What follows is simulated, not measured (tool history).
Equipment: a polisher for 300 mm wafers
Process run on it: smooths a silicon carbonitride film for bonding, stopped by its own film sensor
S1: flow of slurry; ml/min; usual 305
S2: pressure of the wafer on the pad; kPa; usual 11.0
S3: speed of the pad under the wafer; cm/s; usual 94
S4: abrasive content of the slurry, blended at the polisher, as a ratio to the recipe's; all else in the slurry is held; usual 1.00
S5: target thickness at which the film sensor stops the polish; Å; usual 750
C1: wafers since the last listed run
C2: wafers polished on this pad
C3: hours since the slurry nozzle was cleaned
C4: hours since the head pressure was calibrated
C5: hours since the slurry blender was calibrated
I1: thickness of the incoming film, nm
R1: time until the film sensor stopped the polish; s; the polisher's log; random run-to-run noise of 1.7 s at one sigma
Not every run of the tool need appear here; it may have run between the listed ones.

Run 1, day 0.000: usual settings; C1 0; C2 3441; C3 716.5; C4 613.4; C5 36.5; I1 89.5. Result: R1 83.2 s.
Run 2, day 1.808: usual settings; C1 574; C2 4016; C3 759.9; C4 656.8; C5 79.9; I1 89.3. Result: R1 78.7 s.
At day 2.517: slurry nozzle cleaned.
Run 3, day 4.650: usual settings; C1 890; C2 4906; C3 51.2; C4 725.0; C5 148.1; I1 89.5. Result: R1 79.6 s.
Run 4, day 7.258: usual settings; C1 829; C2 5735; C3 113.8; C4 787.6; C5 210.7; I1 89.5. Result: R1 84.4 s.
At day 8.654: worn pad replaced by a new one.
Run 5, day 9.354: usual settings; C1 613; C2 222; C3 164.1; C4 837.9; C5 261.0; I1 90.1. Result: R1 85.9 s.
Run 6, day 10.471: usual settings; C1 354; C2 577; C3 190.9; C4 864.7; C5 287.8; I1 89.9. Result: R1 87.4 s.
Run 7, day 14.354: usual settings but S2 9.0 kPa, S3 108 cm/s, S4 1.10, S5 780 Å; C1 1234; C2 1811; C3 284.1; C4 957.9; C5 381.0; I1 90.3. Result: R1 76.3 s.
Run 8, day 15.904: usual settings but S5 720 Å; C1 492; C2 2304; C3 321.3; C4 995.1; C5 418.2; I1 90.3. Result: R1 102.6 s.
At day 16.346: slurry blender recalibrated.
Run 9, day 18.596: usual settings; C1 829; C2 3133; C3 385.9; C4 1059.7; C5 54.0; I1 91.6. Result: R1 94.5 s.
Run 10, day 20.154: usual settings but S4 0.85; C1 495; C2 3628; C3 423.3; C4 1097.1; C5 91.4; I1 89.3. Result: R1 87.0 s.
At day 20.379: head pressure recalibrated.
Run 11, day 21.683: usual settings but S1 255 ml/min, S3 114 cm/s, S4 0.80; C1 459; C2 4088; C3 460.0; C4 31.3; C5 128.1; I1 88.8. Result: R1 70.6 s.
Run 12, day 23.612: usual settings; C1 613; C2 4701; C3 506.3; C4 77.6; C5 174.4; I1 89.8. Result: R1 85.7 s.
Run 13, day 26.321: usual settings but S1 380 ml/min, S3 120 cm/s, S4 0.85, S5 780 Å; C1 860; C2 5562; C3 571.3; C4 142.6; C5 239.4; I1 90.1. Result: R1 59.1 s.
Run 14, day 28.512: usual settings but S2 13.8 kPa; C1 696; C2 6258; C3 623.9; C4 195.2; C5 292.0; I1 91.6. Result: R1 76.0 s.
At day 30.683: slurry nozzle cleaned.
Run 15, day 30.750: usual settings but S4 1.10, S5 710 Å; C1 697; C2 6956; C3 1.6; C4 248.9; C5 345.7; I1 90.6. Result: R1 108.2 s.
At day 31.312: worn pad replaced by a new one.
Run 16, day 32.388: usual settings but S1 235 ml/min; C1 467; C2 342; C3 40.9; C4 288.2; C5 385.0; I1 92.0. Result: R1 95.8 s.
Run 17, day 35.188: usual settings but S1 270 ml/min, S4 1.15, S5 740 Å; C1 890; C2 1232; C3 108.1; C4 355.4; C5 452.2; I1 88.8. Result: R1 83.5 s.
Run 18, day 36.462: usual settings but S1 210 ml/min, S2 12.4 kPa, S3 120 cm/s; C1 405; C2 1637; C3 138.7; C4 386.0; C5 482.8; I1 90.1. Result: R1 64.5 s.
Run 19, day 39.246: usual settings but S1 275 ml/min, S2 9.7 kPa, S4 0.70, S5 730 Å; C1 884; C2 2522; C3 205.5; C4 452.8; C5 549.6; I1 88.7. Result: R1 118.2 s.
At day 39.521: slurry blender recalibrated.
Run 20, day 41.046: usual settings but S5 760 Å; C1 545; C2 3067; C3 248.7; C4 496.0; C5 36.6; I1 91.2. Result: R1 83.8 s.
Run 21, day 43.896: usual settings; C1 905; C2 3973; C3 317.1; C4 564.4; C5 105.0; I1 90.5. Result: R1 87.6 s.
Run 22, day 46.008: usual settings but S3 112 cm/s, S4 1.20; C1 671; C2 4645; C3 367.8; C4 615.1; C5 155.7; I1 90.8. Result: R1 72.5 s.
Run 23, day 50.646: usual settings but S2 13.8 kPa, S3 102 cm/s, S4 1.10; C1 1474; C2 6119; C3 479.1; C4 726.4; C5 267.0; I1 90.5. Result: R1 65.5 s.
At day 52.196: worn pad replaced by a new one.
Run 24, day 53.079: usual settings; C1 720; C2 280; C3 537.5; C4 784.8; C5 325.4; I1 88.7. Result: R1 76.7 s.
Run 25, day 54.092: usual settings but S1 350 ml/min, S3 84 cm/s, S4 0.85; C1 321; C2 602; C3 561.8; C4 809.1; C5 349.7; I1 89.5. Result: R1 93.5 s.
Run 26, day 56.067: usual settings but S1 245 ml/min, S4 1.20, S5 800 Å; C1 627; C2 1230; C3 609.2; C4 856.5; C5 397.1; I1 89.7. Result: R1 53.1 s.
Run 27, day 57.812: usual settings but S4 0.70; C1 554; C2 1785; C3 651.1; C4 898.4; C5 439.0; I1 88.8. Result: R1 87.4 s.
Run 28, day 60.546: usual settings; C1 868; C2 2654; C3 716.7; C4 964.0; C5 504.6; I1 88.7. Result: R1 78.9 s.
Run 29, day 61.862: usual settings but S2 6.9 kPa, S3 104 cm/s, S5 720 Å; C1 418; C2 3072; C3 748.3; C4 995.6; C5 536.2; I1 91.5. Result: R1 167.8 s.
At day 62.188: slurry blender recalibrated.
At day 62.354: head pressure recalibrated.
At day 63.508: slurry nozzle cleaned.
Run 30, day 63.696: usual settings but S3 108 cm/s, S5 800 Å; C1 516; C2 3589; C3 4.5; C4 32.2; C5 36.2; I1 89.2. Result: R1 46.6 s.

Here are 4 independent what-if runs from the current tool condition. What would each one return?
Run A, day 63.712: usual settings; C1 5; C2 3594; C3 4.9; C4 32.6; C5 36.6; I1 89.3. Result: R1 ?.
Run B, day 63.712: usual settings but S1 260 ml/min, S5 780 Å; C1 5; C2 3594; C3 4.9; C4 32.6; C5 36.6; I1 89.3. Result: R1 ?.
Run C, day 63.712: usual settings but S3 62 cm/s; C1 5; C2 3594; C3 4.9; C4 32.6; C5 36.6; I1 89.3. Result: R1 ?.
Run D, day 63.712: usual settings but S2 12.4 kPa, S3 124 cm/s, S4 1.25, S5 790 Å; C1 5; C2 3594; C3 4.9; C4 32.6; C5 36.6; I1 89.3. Result: R1 ?.

run     R1
  A   80.1
  B   63.8
  C  111.7
  D   38.3
What these runs would have given with no unlogged condition in the tool:
run     R1
  A   80.1
  B   63.8
  C  111.7
  D   38.3
